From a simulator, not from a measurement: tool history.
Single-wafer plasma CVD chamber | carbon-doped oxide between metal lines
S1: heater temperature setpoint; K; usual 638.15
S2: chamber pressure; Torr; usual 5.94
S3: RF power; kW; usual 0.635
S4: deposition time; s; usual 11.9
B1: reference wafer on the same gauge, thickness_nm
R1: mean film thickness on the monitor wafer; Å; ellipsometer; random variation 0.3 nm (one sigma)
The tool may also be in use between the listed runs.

{"run": 1, "hour": 0.0, "S1": 638.15, "S2": 5.94, "S3": 0.635, "S4": 11.9, "B1": 72.654, "R1": 726.33}
{"run": 2, "hour": 28.2, "S1": 638.15, "S2": 5.94, "S3": 0.635, "S4": 11.9, "B1": 72.584, "R1": 727.6}
{"run": 3, "hour": 55.6, "S1": 638.15, "S2": 5.94, "S3": 0.635, "S4": 11.9, "B1": 72.606, "R1": 724.25}
{"run": 4, "hour": 89.8, "S1": 638.15, "S2": 5.94, "S3": 0.635, "S4": 11.9, "B1": 72.632, "R1": 722.61}
{"run": 5, "hour": 118.4, "S1": 638.15, "S2": 5.94, "S3": 0.635, "S4": 11.9, "B1": 72.603, "R1": 722.89}
{"run": 6, "hour": 134.0, "S1": 638.15, "S2": 5.94, "S3": 0.635, "S4": 11.9, "B1": 72.611, "R1": 722.28}
{"hour": 161.1, "done": "RF generator calibrated"}
{"hour": 162.4, "done": "showerhead replaced"}
{"run": 7, "hour": 162.9, "S1": 638.15, "S2": 5.94, "S3": 0.635, "S4": 13.3, "B1": 72.584, "R1": 860.9}
{"run": 8, "hour": 174.8, "S1": 638.15, "S2": 5.94, "S3": 0.635, "S4": 13.3, "B1": 72.583, "R1": 860.17}
{"hour": 191.0, "done": "gauge calibrated"}
{"run": 9, "hour": 209.2, "S1": 647.15, "S2": 6.53, "S3": 0.635, "S4": 10.9, "B1": 72.673, "R1": 692.37}
{"run": 10, "hour": 229.1, "S1": 638.15, "S2": 5.94, "S3": 0.635, "S4": 13.8, "B1": 72.65, "R1": 891.77}
{"run": 11, "hour": 256.1, "S1": 638.15, "S2": 6.43, "S3": 0.635, "S4": 11.9, "B1": 72.624, "R1": 771.98}
{"run": 12, "hour": 284.6, "S1": 630.15, "S2": 6.98, "S3": 0.75, "S4": 10.3, "B1": 72.545, "R1": 801.34}
{"hour": 314.8, "done": "capacitance manometer re-zeroed and calibrated"}
{"run": 13, "hour": 317.5, "S1": 651.15, "S2": 7.38, "S3": 0.575, "S4": 11.3, "B1": 72.61, "R1": 643.02}
{"hour": 328.7, "done": "thermocouple changed; heater temperature recalibrated"}
{"run": 14, "hour": 338.2, "S1": 638.15, "S2": 5.94, "S3": 0.635, "S4": 11.9, "B1": 72.578, "R1": 768.32}
{"run": 15, "hour": 375.6, "S1": 651.15, "S2": 7.38, "S3": 0.575, "S4": 11.3, "B1": 72.652, "R1": 651.56}
{"run": 16, "hour": 391.4, "S1": 638.15, "S2": 5.94, "S3": 0.635, "S4": 9.7, "B1": 72.586, "R1": 629.12}
{"run": 17, "hour": 421.6, "S1": 638.15, "S2": 5.94, "S3": 0.635, "S4": 10.4, "B1": 72.572, "R1": 672.79}

4 ways to go on from here, each from the tool as it stands after run 17. What would each give?
{"run": "A", "hour": 422.0, "S1": 653.15, "S2": 5.94, "S3": 0.635, "S4": 11.9, "B1": "?", "R1": "?"}
{"run": "B", "hour": 422.0, "S1": 634.15, "S2": 5.94, "S3": 0.53, "S4": 11.9, "B1": "?", "R1": "?"}
{"run": "C", "hour": 422.0, "S1": 638.15, "S2": 5.94, "S3": 0.76, "S4": 11.9, "B1": "?", "R1": "?"}
{"run": "D", "hour": 422.0, "S1": 638.15, "S2": 5.36, "S3": 0.53, "S4": 10.7, "B1": "?", "R1": "?"}

run=A B1=72.597 R1=743.30
run=B B1=72.597 R1=645.54
run=C B1=72.597 R1=908.40
run=D B1=72.597 R1=567.97
Without the tool's hidden state the same runs would have given:
run=A R1=745.94
run=B R1=647.95
run=C R1=911.44
run=D R1=570.08
